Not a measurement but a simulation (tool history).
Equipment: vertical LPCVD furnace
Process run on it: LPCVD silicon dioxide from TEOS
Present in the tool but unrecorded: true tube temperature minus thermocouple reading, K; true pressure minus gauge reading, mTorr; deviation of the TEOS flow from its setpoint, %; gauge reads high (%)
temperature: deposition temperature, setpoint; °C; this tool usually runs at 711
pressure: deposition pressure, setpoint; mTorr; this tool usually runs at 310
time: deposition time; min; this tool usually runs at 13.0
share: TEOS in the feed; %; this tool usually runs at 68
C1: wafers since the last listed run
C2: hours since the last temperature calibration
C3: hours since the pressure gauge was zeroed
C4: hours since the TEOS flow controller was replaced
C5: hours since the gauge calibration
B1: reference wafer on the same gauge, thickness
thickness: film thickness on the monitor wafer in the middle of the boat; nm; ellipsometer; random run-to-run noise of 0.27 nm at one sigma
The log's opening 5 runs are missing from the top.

{"run": 6, "day": 2.962, "temperature": 711, "pressure": 310, "time": 13.0, "share": 68, "C1": 81, "C2": 10.2, "C3": 71.6, "C4": 20.9, "C5": 52.9, "B1": 134.93, "thickness": 116.45}
{"run": 7, "day": 3.162, "temperature": 711, "pressure": 310, "time": 13.0, "share": 68, "C1": 79, "C2": 15.0, "C3": 76.4, "C4": 25.7, "C5": 57.7, "B1": 134.92, "thickness": 116.13}
{"run": 8, "day": 3.558, "temperature": 711, "pressure": 310, "time": 13.0, "share": 68, "C1": 157, "C2": 24.5, "C3": 85.9, "C4": 35.2, "C5": 67.2, "B1": 135.01, "thickness": 116.79}
{"run": 9, "day": 3.988, "temperature": 711, "pressure": 280, "time": 13.0, "share": 57, "C1": 170, "C2": 34.8, "C3": 96.2, "C4": 45.5, "C5": 77.5, "B1": 134.97, "thickness": 101.3}
{"run": 10, "day": 4.688, "temperature": 711, "pressure": 330, "time": 13.0, "share": 68, "C1": 278, "C2": 51.6, "C3": 113.0, "C4": 62.3, "C5": 94.3, "B1": 135.02, "thickness": 120.62}
{"run": 11, "day": 5.342, "temperature": 711, "pressure": 335, "time": 16.0, "share": 61, "C1": 260, "C2": 67.3, "C3": 128.7, "C4": 78.0, "C5": 110.0, "B1": 135.03, "thickness": 142.03}
{"run": 12, "day": 5.688, "temperature": 711, "pressure": 310, "time": 9.5, "share": 55, "C1": 137, "C2": 75.6, "C3": 137.0, "C4": 86.3, "C5": 118.3, "B1": 135.01, "thickness": 76.74}
{"run": 13, "day": 6.517, "temperature": 711, "pressure": 310, "time": 13.0, "share": 68, "C1": 329, "C2": 95.5, "C3": 156.9, "C4": 106.2, "C5": 138.2, "B1": 134.94, "thickness": 116.85}
{"run": 14, "day": 7.346, "temperature": 711, "pressure": 310, "time": 13.0, "share": 68, "C1": 329, "C2": 115.4, "C3": 176.8, "C4": 126.1, "C5": 158.1, "B1": 135.01, "thickness": 117.39}
{"run": 15, "day": 7.838, "temperature": 708, "pressure": 265, "time": 16.5, "share": 56, "C1": 195, "C2": 127.2, "C3": 188.6, "C4": 137.9, "C5": 169.9, "B1": 134.99, "thickness": 117.16}
{"run": 16, "day": 8.262, "temperature": 720, "pressure": 310, "time": 11.0, "share": 68, "C1": 168, "C2": 137.4, "C3": 198.8, "C4": 148.1, "C5": 180.1, "B1": 135.0, "thickness": 121.9}
{"run": 17, "day": 9.183, "temperature": 711, "pressure": 310, "time": 13.0, "share": 68, "C1": 366, "C2": 159.5, "C3": 220.9, "C4": 170.2, "C5": 202.2, "B1": 134.97, "thickness": 117.84}
{"run": 18, "day": 9.85, "temperature": 711, "pressure": 310, "time": 13.0, "share": 68, "C1": 265, "C2": 175.5, "C3": 236.9, "C4": 186.2, "C5": 218.2, "B1": 134.95, "thickness": 117.45}
{"run": 19, "day": 10.162, "temperature": 711, "pressure": 310, "time": 13.0, "share": 68, "C1": 124, "C2": 183.0, "C3": 244.4, "C4": 193.7, "C5": 225.7, "B1": 135.0, "thickness": 117.9}
{"run": 20, "day": 10.646, "temperature": 707, "pressure": 310, "time": 10.5, "share": 75, "C1": 192, "C2": 194.6, "C3": 256.0, "C4": 205.3, "C5": 237.3, "B1": 135.0, "thickness": 91.62}
{"run": 21, "day": 11.312, "temperature": 711, "pressure": 310, "time": 15.0, "share": 68, "C1": 265, "C2": 210.6, "C3": 272.0, "C4": 221.3, "C5": 253.3, "B1": 135.02, "thickness": 136.18}
{"run": 22, "day": 12.058, "temperature": 711, "pressure": 310, "time": 13.0, "share": 68, "C1": 296, "C2": 228.5, "C3": 289.9, "C4": 239.2, "C5": 271.2, "B1": 135.03, "thickness": 118.58}
{"run": 23, "day": 12.725, "temperature": 711, "pressure": 310, "time": 13.0, "share": 68, "C1": 265, "C2": 244.5, "C3": 305.9, "C4": 255.2, "C5": 287.2, "B1": 135.02, "thickness": 118.84}
{"run": 24, "day": 13.258, "temperature": 711, "pressure": 310, "time": 13.0, "share": 55, "C1": 212, "C2": 257.3, "C3": 318.7, "C4": 268.0, "C5": 300.0, "B1": 135.0, "thickness": 107.16}
{"run": 25, "day": 13.821, "temperature": 711, "pressure": 310, "time": 13.0, "share": 68, "C1": 223, "C2": 270.8, "C3": 332.2, "C4": 281.5, "C5": 313.5, "B1": 135.01, "thickness": 119.17}
{"run": 26, "day": 14.167, "temperature": 704, "pressure": 310, "time": 13.0, "share": 68, "C1": 137, "C2": 279.1, "C3": 340.5, "C4": 289.8, "C5": 321.8, "B1": 135.04, "thickness": 101.22}
{"run": 27, "day": 14.6, "temperature": 711, "pressure": 290, "time": 13.0, "share": 76, "C1": 172, "C2": 289.5, "C3": 350.9, "C4": 300.2, "C5": 332.2, "B1": 135.07, "thickness": 121.59}
{"run": 28, "day": 15.188, "temperature": 711, "pressure": 310, "time": 13.0, "share": 68, "C1": 233, "C2": 303.6, "C3": 365.0, "C4": 314.3, "C5": 346.3, "B1": 135.0, "thickness": 119.48}
{"run": 29, "day": 15.633, "temperature": 721, "pressure": 310, "time": 16.0, "share": 68, "C1": 177, "C2": 314.3, "C3": 375.7, "C4": 325.0, "C5": 357.0, "B1": 135.01, "thickness": 183.77}
{"run": 30, "day": 16.504, "temperature": 711, "pressure": 260, "time": 11.0, "share": 68, "C1": 346, "C2": 335.2, "C3": 396.6, "C4": 345.9, "C5": 377.9, "B1": 134.99, "thickness": 92.37}

Run 31 comes next. What will it give?
{"day": 16.804, "done": "gauge calibrated"}
{"run": 31, "day": 17.079, "temperature": 711, "pressure": 310, "time": 13.0, "share": 72, "C1": 228, "C2": 349.0, "C3": 410.4, "C4": 359.7, "C5": 6.6, "B1": "?", "thickness": "?"}

Run 31 yielded B1 135.00, thickness 122.93 nm.
The same run, on a tool lacking any hidden state, would have yielded thickness 118.74 nm.

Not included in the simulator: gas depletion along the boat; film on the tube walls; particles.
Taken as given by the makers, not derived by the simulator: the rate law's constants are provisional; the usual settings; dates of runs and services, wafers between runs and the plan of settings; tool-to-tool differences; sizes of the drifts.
